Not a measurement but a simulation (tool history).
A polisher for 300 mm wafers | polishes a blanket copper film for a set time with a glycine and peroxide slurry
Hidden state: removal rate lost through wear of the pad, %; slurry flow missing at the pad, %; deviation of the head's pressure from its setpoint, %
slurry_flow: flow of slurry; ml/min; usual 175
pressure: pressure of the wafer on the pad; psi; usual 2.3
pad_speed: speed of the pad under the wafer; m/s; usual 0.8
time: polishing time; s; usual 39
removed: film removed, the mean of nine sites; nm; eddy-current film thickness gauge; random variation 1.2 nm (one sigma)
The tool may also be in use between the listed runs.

run,day,slurry_flow,pressure,pad_speed,time,wafers since the last listed run,wafers polished on this pad,hours since the slurry nozzle was cleaned,hours since the head pressure was calibrated,"incoming thickness of the incoming film, nm",removed
1,0,175,2.3,0.8,39,0,1428,478.2,198.1,1474.2,138.9
2,0.704,175,2.3,0.8,39,160,1588,495.1,215,1490.7,141.1
3,1.629,175,2.3,0.8,39,210,1799,517.3,237.2,1465.7,143
4,2.775,175,2.3,0.8,39,260,2059,544.8,264.7,1468.9,138.3
# day 3.1: worn pad replaced by a new one
5,3.567,175,2.3,0.8,39,142,106,563.8,283.7,1494.9,138.1
6,4.704,175,2.3,0.8,39,258,365,591.1,311,1495.7,141.6
7,6.05,175,2.3,0.8,34,306,671,623.4,343.3,1484,120.2
8,6.825,175,2.1,0.8,39,176,847,642,361.9,1483.6,128.2
9,8.15,175,2.1,0.8,39,301,1149,673.8,393.7,1455.8,128.5
10,9.383,175,2,0.66,39,280,1429,703.4,423.3,1474,109
11,10.442,175,2,0.66,39,240,1670,728.8,448.7,1478,106.4
12,11.104,175,2,0.66,39,150,1821,744.7,464.6,1493,107.4
# day 11.712: worn pad replaced by a new one
# day 11.979: slurry nozzle cleaned
13,12.271,175,2.3,0.8,49,218,117,7,492.6,1466.7,168.5
14,13.404,175,2.3,0.8,39,257,375,34.2,519.8,1463.8,131.6
15,14.842,175,2.3,0.8,39,327,702,68.7,554.3,1481.8,130
16,15.658,175,1.7,0.8,39,185,888,88.3,573.9,1467.2,105.1
17,16.758,145,2.9,0.94,51,250,1138,114.7,600.3,1470.8,224.1
# day 17.371: head pressure recalibrated
18,17.596,175,2.3,0.8,39,171,1310,134.8,5.4,1476.2,143.2
19,18.758,175,3.1,0.8,39,264,1574,162.7,33.3,1487,178.7
20,19.542,175,2.3,0.8,39,178,1753,181.5,52.1,1483.5,141.5
21,20.879,130,1.6,0.8,39,304,2057,213.6,84.2,1488.8,104.7
22,21.642,175,2.3,0.8,39,173,2230,231.9,102.5,1490.7,142
# day 22.258: worn pad replaced by a new one
23,22.833,175,2.3,1.08,39,233,130,260.5,131.1,1475.3,176
24,24.579,175,2,0.92,31,397,527,302.4,173,1499.7,111.5
25,25.217,175,2.3,0.8,39,145,672,317.7,188.3,1482.6,140.8
26,25.971,175,2.3,0.6,49,171,844,335.8,206.4,1455.8,144.3
27,26.6,145,2.9,0.94,51,143,987,350.9,221.5,1449,240.4
28,27.296,175,2,0.8,39,158,1145,367.6,238.2,1498.2,126.1
29,28.554,225,2.8,1.02,28,286,1431,397.8,268.4,1473.3,145.3
30,29.446,175,2.3,0.58,32,202,1634,419.2,289.8,1496.5,89.1
31,30.429,175,2.7,0.8,39,223,1858,442.8,313.4,1496,156.4
# day 31.042: worn pad replaced by a new one
32,31.117,175,2,0.66,39,118,16,459.3,329.9,1481,108.5

The next listed run, before its measurement:
33,32.133,200,1.7,0.8,39,231,248,483.7,354.3,1478.5,?

Run 33 gave removed 111.7 nm.
Without the tool's hidden state the same run would have given removed 115.5 nm.

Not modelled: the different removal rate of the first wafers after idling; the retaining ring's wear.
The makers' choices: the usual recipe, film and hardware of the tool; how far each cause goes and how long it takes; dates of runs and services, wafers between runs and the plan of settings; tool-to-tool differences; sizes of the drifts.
